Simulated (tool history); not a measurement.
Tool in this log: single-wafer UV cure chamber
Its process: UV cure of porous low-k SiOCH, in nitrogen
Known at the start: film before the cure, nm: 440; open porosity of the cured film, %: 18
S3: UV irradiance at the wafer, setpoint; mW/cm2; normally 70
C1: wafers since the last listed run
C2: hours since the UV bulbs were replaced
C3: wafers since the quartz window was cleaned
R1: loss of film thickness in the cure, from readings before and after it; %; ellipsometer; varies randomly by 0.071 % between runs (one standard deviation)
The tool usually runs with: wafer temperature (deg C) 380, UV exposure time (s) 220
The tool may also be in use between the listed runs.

{"run": 1, "hour": 0.0, "wafer temperature (deg C)": 380, "UV exposure time (s)": 220, "S3": 70, "C1": 0, "C2": 1287.7, "C3": 1483, "R1": 8.393}
{"run": 2, "hour": 14.5, "wafer temperature (deg C)": 380, "UV exposure time (s)": 220, "S3": 70, "C1": 93, "C2": 1302.2, "C3": 1577, "R1": 8.409}
{"run": 3, "hour": 26.6, "wafer temperature (deg C)": 380, "UV exposure time (s)": 220, "S3": 87, "C1": 78, "C2": 1314.3, "C3": 1655, "R1": 9.248}
{"run": 4, "hour": 48.9, "wafer temperature (deg C)": 380, "UV exposure time (s)": 220, "S3": 70, "C1": 144, "C2": 1336.6, "C3": 1800, "R1": 8.388}
{"run": 5, "hour": 67.1, "wafer temperature (deg C)": 380, "UV exposure time (s)": 220, "S3": 70, "C1": 117, "C2": 1354.8, "C3": 1918, "R1": 8.279}
{"run": 6, "hour": 83.4, "wafer temperature (deg C)": 380, "UV exposure time (s)": 220, "S3": 70, "C1": 105, "C2": 1371.1, "C3": 2023, "R1": 8.442}
{"run": 7, "hour": 162.4, "wafer temperature (deg C)": 370, "UV exposure time (s)": 220, "S3": 70, "C1": 511, "C2": 1450.1, "C3": 2535, "R1": 8.068}
{"run": 8, "hour": 177.6, "wafer temperature (deg C)": 380, "UV exposure time (s)": 150, "S3": 70, "C1": 98, "C2": 1465.3, "C3": 2633, "R1": 6.834}
{"run": 9, "hour": 190.4, "wafer temperature (deg C)": 380, "UV exposure time (s)": 150, "S3": 70, "C1": 82, "C2": 1478.1, "C3": 2716, "R1": 6.829}
{"run": 10, "hour": 206.3, "wafer temperature (deg C)": 380, "UV exposure time (s)": 150, "S3": 70, "C1": 102, "C2": 1494, "C3": 2819, "R1": 6.884}
{"run": 11, "hour": 222.8, "wafer temperature (deg C)": 366, "UV exposure time (s)": 220, "S3": 70, "C1": 106, "C2": 1510.5, "C3": 2926, "R1": 8.036}
{"run": 12, "hour": 242.1, "wafer temperature (deg C)": 366, "UV exposure time (s)": 220, "S3": 70, "C1": 125, "C2": 1529.8, "C3": 3051, "R1": 8.014}
{"run": 13, "hour": 262.1, "wafer temperature (deg C)": 380, "UV exposure time (s)": 220, "S3": 70, "C1": 129, "C2": 1549.8, "C3": 3181, "R1": 8.139}
{"run": 14, "hour": 281.6, "wafer temperature (deg C)": 380, "UV exposure time (s)": 220, "S3": 70, "C1": 126, "C2": 1569.3, "C3": 3307, "R1": 8.273}
{"run": 15, "hour": 317.4, "wafer temperature (deg C)": 380, "UV exposure time (s)": 220, "S3": 70, "C1": 231, "C2": 1605.1, "C3": 3539, "R1": 8.193}
{"run": 16, "hour": 337.2, "wafer temperature (deg C)": 380, "UV exposure time (s)": 220, "S3": 70, "C1": 128, "C2": 1624.9, "C3": 3667, "R1": 8.166}
{"run": 17, "hour": 368.1, "wafer temperature (deg C)": 380, "UV exposure time (s)": 220, "S3": 70, "C1": 200, "C2": 1655.8, "C3": 3867, "R1": 8.132}
{"run": 18, "hour": 386.4, "wafer temperature (deg C)": 380, "UV exposure time (s)": 220, "S3": 70, "C1": 118, "C2": 1674.1, "C3": 3986, "R1": 8.099}
{"hour": 395.6, "done": "UV bulbs replaced"}
{"hour": 396.2, "done": "quartz window cleaned"}
{"run": 19, "hour": 416.4, "wafer temperature (deg C)": 380, "UV exposure time (s)": 220, "S3": 70, "C1": 138, "C2": 20.8, "C3": 130, "R1": 8.339}
{"run": 20, "hour": 445.6, "wafer temperature (deg C)": 372, "UV exposure time (s)": 220, "S3": 70, "C1": 189, "C2": 50, "C3": 319, "R1": 8.271}
{"run": 21, "hour": 458.8, "wafer temperature (deg C)": 380, "UV exposure time (s)": 220, "S3": 85, "C1": 85, "C2": 63.2, "C3": 405, "R1": 9.138}
{"run": 22, "hour": 487.5, "wafer temperature (deg C)": 380, "UV exposure time (s)": 220, "S3": 70, "C1": 185, "C2": 91.9, "C3": 591, "R1": 8.396}
{"run": 23, "hour": 508.9, "wafer temperature (deg C)": 389, "UV exposure time (s)": 220, "S3": 92, "C1": 138, "C2": 113.3, "C3": 729, "R1": 9.598}
{"run": 24, "hour": 524.8, "wafer temperature (deg C)": 380, "UV exposure time (s)": 220, "S3": 70, "C1": 102, "C2": 129.2, "C3": 832, "R1": 8.304}
{"run": 25, "hour": 546.4, "wafer temperature (deg C)": 389, "UV exposure time (s)": 330, "S3": 46, "C1": 139, "C2": 150.8, "C3": 972, "R1": 8.429}
{"run": 26, "hour": 568.3, "wafer temperature (deg C)": 380, "UV exposure time (s)": 255, "S3": 70, "C1": 141, "C2": 172.7, "C3": 1114, "R1": 9.034}
{"run": 27, "hour": 602.5, "wafer temperature (deg C)": 368, "UV exposure time (s)": 110, "S3": 85, "C1": 221, "C2": 206.9, "C3": 1336, "R1": 6.265}
{"run": 28, "hour": 626.0, "wafer temperature (deg C)": 395, "UV exposure time (s)": 165, "S3": 40, "C1": 152, "C2": 230.4, "C3": 1488, "R1": 5.43}
{"run": 29, "hour": 659.4, "wafer temperature (deg C)": 390, "UV exposure time (s)": 220, "S3": 70, "C1": 216, "C2": 263.8, "C3": 1704, "R1": 8.532}
{"run": 30, "hour": 680.4, "wafer temperature (deg C)": 380, "UV exposure time (s)": 220, "S3": 70, "C1": 136, "C2": 284.8, "C3": 1840, "R1": 8.304}
{"run": 31, "hour": 714.1, "wafer temperature (deg C)": 363, "UV exposure time (s)": 180, "S3": 52, "C1": 218, "C2": 318.5, "C3": 2058, "R1": 6.096}
{"run": 32, "hour": 739.6, "wafer temperature (deg C)": 380, "UV exposure time (s)": 110, "S3": 40, "C1": 165, "C2": 344, "C3": 2224, "R1": 3.915}
{"run": 33, "hour": 762.0, "wafer temperature (deg C)": 396, "UV exposure time (s)": 270, "S3": 84, "C1": 145, "C2": 366.4, "C3": 2369, "R1": 10.173}
{"run": 34, "hour": 777.7, "wafer temperature (deg C)": 380, "UV exposure time (s)": 220, "S3": 70, "C1": 101, "C2": 382.1, "C3": 2470, "R1": 8.223}
{"run": 35, "hour": 807.9, "wafer temperature (deg C)": 380, "UV exposure time (s)": 350, "S3": 41, "C1": 195, "C2": 412.3, "C3": 2666, "R1": 8.007}
{"run": 36, "hour": 825.5, "wafer temperature (deg C)": 380, "UV exposure time (s)": 305, "S3": 70, "C1": 113, "C2": 429.9, "C3": 2780, "R1": 9.75}
{"run": 37, "hour": 839.7, "wafer temperature (deg C)": 380, "UV exposure time (s)": 140, "S3": 45, "C1": 91, "C2": 444.1, "C3": 2872, "R1": 4.92}
{"run": 38, "hour": 870.3, "wafer temperature (deg C)": 393, "UV exposure time (s)": 340, "S3": 70, "C1": 198, "C2": 474.7, "C3": 3070, "R1": 10.36}
{"run": 39, "hour": 904.8, "wafer temperature (deg C)": 390, "UV exposure time (s)": 125, "S3": 70, "C1": 223, "C2": 509.2, "C3": 3294, "R1": 6.181}
{"run": 40, "hour": 939.9, "wafer temperature (deg C)": 380, "UV exposure time (s)": 220, "S3": 70, "C1": 227, "C2": 544.3, "C3": 3521, "R1": 8.083}
{"run": 41, "hour": 966.6, "wafer temperature (deg C)": 380, "UV exposure time (s)": 150, "S3": 70, "C1": 172, "C2": 571, "C3": 3694, "R1": 6.769}
{"run": 42, "hour": 978.9, "wafer temperature (deg C)": 380, "UV exposure time (s)": 155, "S3": 70, "C1": 79, "C2": 583.3, "C3": 3774, "R1": 6.685}
{"run": 43, "hour": 997.8, "wafer temperature (deg C)": 380, "UV exposure time (s)": 220, "S3": 70, "C1": 122, "C2": 602.2, "C3": 3896, "R1": 8.119}
{"run": 44, "hour": 1022.6, "wafer temperature (deg C)": 380, "UV exposure time (s)": 220, "S3": 82, "C1": 160, "C2": 627, "C3": 4057, "R1": 8.812}
{"run": 45, "hour": 1042.9, "wafer temperature (deg C)": 367, "UV exposure time (s)": 290, "S3": 44, "C1": 131, "C2": 647.3, "C3": 4188, "R1": 7.191}

Run by run, hidden condition taken away, random variation retained:
Unlogged tool condition in this case: lamp output below its setpoint, %; transmission lost against a clean window, %.
run=1 R1=8.444
run=2 R1=8.464
run=3 R1=9.31
run=4 R1=8.457
run=5 R1=8.354
run=6 R1=8.526
run=7 R1=8.192
run=8 R1=6.962
run=9 R1=6.964
run=10 R1=7.03
run=11 R1=8.198
run=12 R1=8.189
run=13 R1=8.329
run=14 R1=8.481
run=15 R1=8.428
run=16 R1=8.418
run=17 R1=8.411
run=18 R1=8.395
run=19 R1=8.375
run=20 R1=8.31
run=21 R1=9.178
run=22 R1=8.438
run=23 R1=9.646
run=24 R1=8.352
run=25 R1=8.482
run=26 R1=9.094
run=27 R1=6.327
run=28 R1=5.495
run=29 R1=8.621
run=30 R1=8.4
run=31 R1=6.197
run=32 R1=4.005
run=33 R1=10.317
run=34 R1=8.367
run=35 R1=8.169
run=36 R1=9.934
run=37 R1=5.072
run=38 R1=10.58
run=39 R1=6.393
run=40 R1=8.339
run=41 R1=7.039
run=42 R1=6.96
run=43 R1=8.43
run=44 R1=9.157
run=45 R1=7.536
